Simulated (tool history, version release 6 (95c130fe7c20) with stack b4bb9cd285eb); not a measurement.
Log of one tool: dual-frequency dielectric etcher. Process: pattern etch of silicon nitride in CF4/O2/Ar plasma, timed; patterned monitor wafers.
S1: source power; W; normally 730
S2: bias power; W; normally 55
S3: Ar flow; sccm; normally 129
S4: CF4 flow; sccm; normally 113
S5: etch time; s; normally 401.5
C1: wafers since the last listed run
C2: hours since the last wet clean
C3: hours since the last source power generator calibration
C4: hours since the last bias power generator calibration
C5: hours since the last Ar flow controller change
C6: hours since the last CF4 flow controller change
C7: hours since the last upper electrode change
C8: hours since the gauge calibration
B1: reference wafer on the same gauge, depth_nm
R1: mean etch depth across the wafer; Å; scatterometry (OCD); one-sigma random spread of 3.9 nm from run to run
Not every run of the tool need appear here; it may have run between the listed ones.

run	hour	S1	S2	S3	S4	S5	C1	C2	C3	C4	C5	C6	C7	C8	B1	R1
1	0.0	730	55	129	113	401.5	0	21.7	4342.9	2936.2	4657.3	3915.1	4999.9	198.3	934.1	10158
2	57.8	730	55	129	113	401.5	270	79.5	4400.7	2994.0	4715.1	3972.9	5057.7	256.1	935.5	10221
3	97.1	730	55	129	113	401.5	183	118.8	4440.0	3033.3	4754.4	4012.2	5097.0	295.4	935.6	10284
4	130.3	730	55	129	113	401.5	155	152.0	4473.2	3066.5	4787.6	4045.4	5130.2	328.6	940.2	10262
5	169.5	730	55	129	113	401.5	183	191.2	4512.4	3105.7	4826.8	4084.6	5169.4	367.8	939.6	10192
# hour 337.2: source power generator calibrated
6	341.2	730	55	129	113	401.5	784	362.9	4.0	3277.4	4998.5	4256.3	5341.1	539.5	946.2	10352
# hour 378.1: Ar flow controller replaced
# hour 390.6: wet clean of the chamber
7	391.1	730	55	129	113	401.5	146	0.5	53.9	3327.3	13.0	4306.2	5391.0	589.4	949.0	10422
# hour 406.8: CF4 flow controller replaced
8	432.6	730	55	129	113	401.5	166	42.0	95.4	3368.8	54.5	25.8	5432.5	630.9	949.8	10445
# hour 477.2: bias power generator calibrated
9	485.8	680	55	129	113	401.5	230	95.2	148.6	8.6	107.7	79.0	5485.7	684.1	952.0	9685
# hour 573.2: upper electrode replaced
# hour 617.4: gauge calibrated
10	641.4	730	55	129	113	401.5	615	250.8	304.2	164.2	263.3	234.6	68.2	24.0	931.4	10199
11	695.2	730	69	139	128	401.5	251	304.6	358.0	218.0	317.1	288.4	122.0	77.8	934.7	11222
# hour 745.0: wet clean of the chamber
12	745.5	730	55	100	113	434.0	123	0.5	408.3	268.3	367.4	338.7	172.3	128.1	935.5	11265
13	796.1	730	55	129	129	401.5	236	51.1	458.9	318.9	418.0	389.3	222.9	178.7	935.8	10387
14	836.2	560	48	129	113	328.0	187	91.2	499.0	359.0	458.1	429.4	263.0	218.8	938.2	5990
15	887.2	730	55	157	85	401.5	238	142.2	550.0	410.0	509.1	480.4	314.0	269.8	940.6	9764
16	939.2	730	55	129	113	401.5	243	194.2	602.0	462.0	561.1	532.4	366.0	321.8	942.7	10264
17	975.3	650	55	129	113	401.5	168	230.3	638.1	498.1	597.2	568.5	402.1	357.9	943.8	9128
18	1016.1	730	55	129	113	401.5	190	271.1	678.9	538.9	638.0	609.3	442.9	398.7	945.6	10361
19	1083.6	730	55	129	125	295.5	315	338.6	746.4	606.4	705.5	676.8	510.4	466.2	948.9	7716

Predict each of these 5 candidate next runs independently; none follows another, all start after run 19:
A	1084.1	730	55	129	113	401.5	2	339.1	746.9	606.9	706.0	677.3	510.9	466.7	?	?
B	1084.1	730	55	129	97	401.5	2	339.1	746.9	606.9	706.0	677.3	510.9	466.7	?	?
C	1084.1	730	49	152	113	401.5	2	339.1	746.9	606.9	706.0	677.3	510.9	466.7	?	?
D	1084.1	730	55	129	105	445.5	2	339.1	746.9	606.9	706.0	677.3	510.9	466.7	?	?
E	1084.1	730	55	129	113	316.0	2	339.1	746.9	606.9	706.0	677.3	510.9	466.7	?	?

run	B1	R1
A	947.6	10366
B	947.6	10186
C	947.6	9781
D	947.6	11406
E	947.6	8158
The same runs, with their run-to-run variation unchanged, on a tool lacking any hidden condition would have given:
run	R1
A	10168
B	9992
C	9594
D	11188
E	8003

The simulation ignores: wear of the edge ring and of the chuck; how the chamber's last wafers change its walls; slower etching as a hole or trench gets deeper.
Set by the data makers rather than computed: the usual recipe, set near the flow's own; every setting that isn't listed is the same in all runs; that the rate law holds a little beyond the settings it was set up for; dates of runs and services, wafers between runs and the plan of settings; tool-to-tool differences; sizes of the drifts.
